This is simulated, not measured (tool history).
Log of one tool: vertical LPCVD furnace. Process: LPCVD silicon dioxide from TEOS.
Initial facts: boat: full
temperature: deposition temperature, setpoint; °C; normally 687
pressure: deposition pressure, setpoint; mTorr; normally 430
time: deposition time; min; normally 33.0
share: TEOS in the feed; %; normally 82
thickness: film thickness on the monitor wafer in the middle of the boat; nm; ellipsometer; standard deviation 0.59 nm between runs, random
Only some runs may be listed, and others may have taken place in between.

run,hour,temperature,pressure,time,share,wafers since the last listed run,hours since the last temperature calibration,hours since the pressure gauge was zeroed,hours since the TEOS flow controller was replaced,hours since the gauge calibration,"read-back reference wafer on the same gauge, thickness",thickness
1,0.0,687,400,33.0,82,0,2848.9,3214.2,2855.4,116.2,256.97,239.21
2,8.9,687,400,33.0,82,140,2857.8,3223.1,2864.3,125.1,256.93,239.11
3,25.5,687,430,33.0,82,262,2874.4,3239.7,2880.9,141.7,257.15,247.42
4,41.1,687,430,33.0,82,246,2890.0,3255.3,2896.5,157.3,257.18,248.40
5,55.5,687,430,33.0,82,227,2904.4,3269.7,2910.9,171.7,256.88,247.42
6,68.1,687,430,33.0,82,199,2917.0,3282.3,2923.5,184.3,257.08,247.39
7,121.7,687,430,33.0,82,847,2970.6,3335.9,2977.1,237.9,256.90,248.95
8,140.0,689,430,33.0,82,289,2988.9,3354.2,2995.4,256.2,256.99,259.19
9,151.1,689,430,33.0,82,175,3000.0,3365.3,3006.5,267.3,256.99,260.02
10,169.8,689,430,33.0,82,295,3018.7,3384.0,3025.2,286.0,256.74,260.18
# hour 200.3: pressure gauge zeroed
11,200.8,687,430,41.5,82,110,3049.7,0.5,3056.2,317.0,256.96,311.32
12,205.8,687,430,41.5,82,79,3054.7,5.5,3061.2,322.0,257.11,310.67
# hour 258.2: TEOS flow controller replaced
13,262.8,687,430,20.0,82,521,3111.7,62.5,4.6,379.0,256.85,151.24
# hour 293.3: thermocouples replaced and temperature profile calibrated
14,293.8,695,535,45.0,67,110,0.5,93.5,35.6,410.0,256.73,375.62
15,298.8,682,490,24.0,96,79,5.5,98.5,40.6,415.0,256.89,168.87
16,303.8,679,515,37.5,88,79,10.5,103.5,45.6,420.0,257.08,239.61
# hour 317.5: gauge calibrated
17,324.3,687,430,33.0,82,324,31.0,124.0,66.1,6.8,257.02,225.85
18,336.7,687,395,33.0,95,196,43.4,136.4,78.5,19.2,256.89,233.54
19,344.9,687,430,43.5,82,129,51.6,144.6,86.7,27.4,256.99,297.63
20,356.2,687,430,33.0,82,178,62.9,155.9,98.0,38.7,256.95,226.68
21,366.1,687,430,33.0,82,156,72.8,165.8,107.9,48.6,257.32,226.43
22,379.9,687,430,33.0,82,218,86.6,179.6,121.7,62.4,256.85,225.39
23,388.8,687,430,37.5,95,140,95.5,188.5,130.6,71.3,256.97,276.79
24,404.7,691,345,46.0,90,251,111.4,204.4,146.5,87.2,256.99,326.74

Forecast each of these 4 alternatives for the next run:
A,409.8,692,430,33.0,82,80,116.5,209.5,151.6,92.3,?,?
B,409.8,687,430,33.0,94,80,116.5,209.5,151.6,92.3,?,?
C,409.8,679,430,39.5,82,80,116.5,209.5,151.6,92.3,?,?
D,409.8,687,430,24.0,82,80,116.5,209.5,151.6,92.3,?,?

run,"read-back reference wafer on the same gauge, thickness",thickness
A,257.17,255.38
B,257.17,242.80
C,257.17,223.87
D,257.17,164.92
Stripped of hidden state, with their random variation kept, the same runs would have yielded:
run,thickness
A,253.43
B,240.93
C,222.11
D,163.66

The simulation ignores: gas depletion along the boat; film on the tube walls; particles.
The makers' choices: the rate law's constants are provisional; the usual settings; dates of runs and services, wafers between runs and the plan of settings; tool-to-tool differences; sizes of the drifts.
